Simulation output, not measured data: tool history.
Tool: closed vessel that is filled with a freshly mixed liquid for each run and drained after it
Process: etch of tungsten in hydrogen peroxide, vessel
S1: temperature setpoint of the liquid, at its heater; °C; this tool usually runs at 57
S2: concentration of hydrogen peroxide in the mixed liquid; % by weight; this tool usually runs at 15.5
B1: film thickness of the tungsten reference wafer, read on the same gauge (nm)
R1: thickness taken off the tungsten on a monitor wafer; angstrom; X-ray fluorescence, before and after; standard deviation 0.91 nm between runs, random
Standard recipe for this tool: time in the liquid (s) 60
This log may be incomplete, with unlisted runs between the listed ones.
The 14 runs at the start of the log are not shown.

run 15 hour=586.9 | S1=64 S2=14 time_in_the_liquid_(s)=90 | B1=99.98 | R1=2753.2
-- hour=620.1 thermometer replaced
run 16 hour=649.1 | S1=48 S2=19.5 time_in_the_liquid_(s)=75 | B1=100.01 | R1=1110.3
-- hour=712.2 new drum of peroxide connected
run 17 hour=717.8 | S1=57 S2=12 time_in_the_liquid_(s)=50 | B1=100 | R1=983.8
-- hour=737.7 gauge calibrated
run 18 hour=788.9 | S1=57 S2=19 time_in_the_liquid_(s)=60 | B1=100 | R1=1486.3
run 19 hour=820.3 | S1=50.5 S2=13 time_in_the_liquid_(s)=35 | B1=100 | R1=480.8
run 20 hour=844.9 | S1=54.5 S2=19 time_in_the_liquid_(s)=40 | B1=100.01 | R1=852.6
run 21 hour=869.5 | S1=57 S2=13 time_in_the_liquid_(s)=60 | B1=100 | R1=1207.1
run 22 hour=928.4 | S1=54 S2=17 time_in_the_liquid_(s)=90 | B1=99.99 | R1=1742.4
run 23 hour=975.2 | S1=57 S2=13 time_in_the_liquid_(s)=45 | B1=99.99 | R1=908.5
run 24 hour=1043.7 | S1=61 S2=17.5 time_in_the_liquid_(s)=90 | B1=100 | R1=2646.8
run 25 hour=1069.7 | S1=65 S2=15.5 time_in_the_liquid_(s)=75 | B1=100.02 | R1=2542.7
run 26 hour=1111.6 | S1=57 S2=15.5 time_in_the_liquid_(s)=60 | B1=100 | R1=1299
run 27 hour=1142.6 | S1=65 S2=15.5 time_in_the_liquid_(s)=75 | B1=100.02 | R1=2570.3
run 28 hour=1187.2 | S1=57 S2=15.5 time_in_the_liquid_(s)=60 | B1=100.01 | R1=1308
run 29 hour=1219.4 | S1=57 S2=16.5 time_in_the_liquid_(s)=60 | B1=99.99 | R1=1304.9
-- hour=1248.5 thermometer replaced
run 30 hour=1282.1 | S1=66 S2=18 time_in_the_liquid_(s)=85 | B1=100.02 | R1=3502.5

Alternative continuations, all from the tool just after run 30; predict every row:
run A hour=1282.8 | S1=57 S2=18 time_in_the_liquid_(s)=60 | B1=? | R1=?
run B hour=1282.8 | S1=53.5 S2=12 time_in_the_liquid_(s)=30 | B1=? | R1=?
run C hour=1282.8 | S1=51.5 S2=12.5 time_in_the_liquid_(s)=30 | B1=? | R1=?
run D hour=1282.8 | S1=53.5 S2=13 time_in_the_liquid_(s)=50 | B1=? | R1=?

run=A B1=100 R1=1484
run=B B1=100 R1=492.4
run=C B1=100 R1=445.5
run=D B1=100 R1=854.2
With the hidden condition removed and each run's random variation left untouched, the same runs would have given:
run=A R1=1494.5
run=B R1=496
run=C R1=448.8
run=D R1=860.4
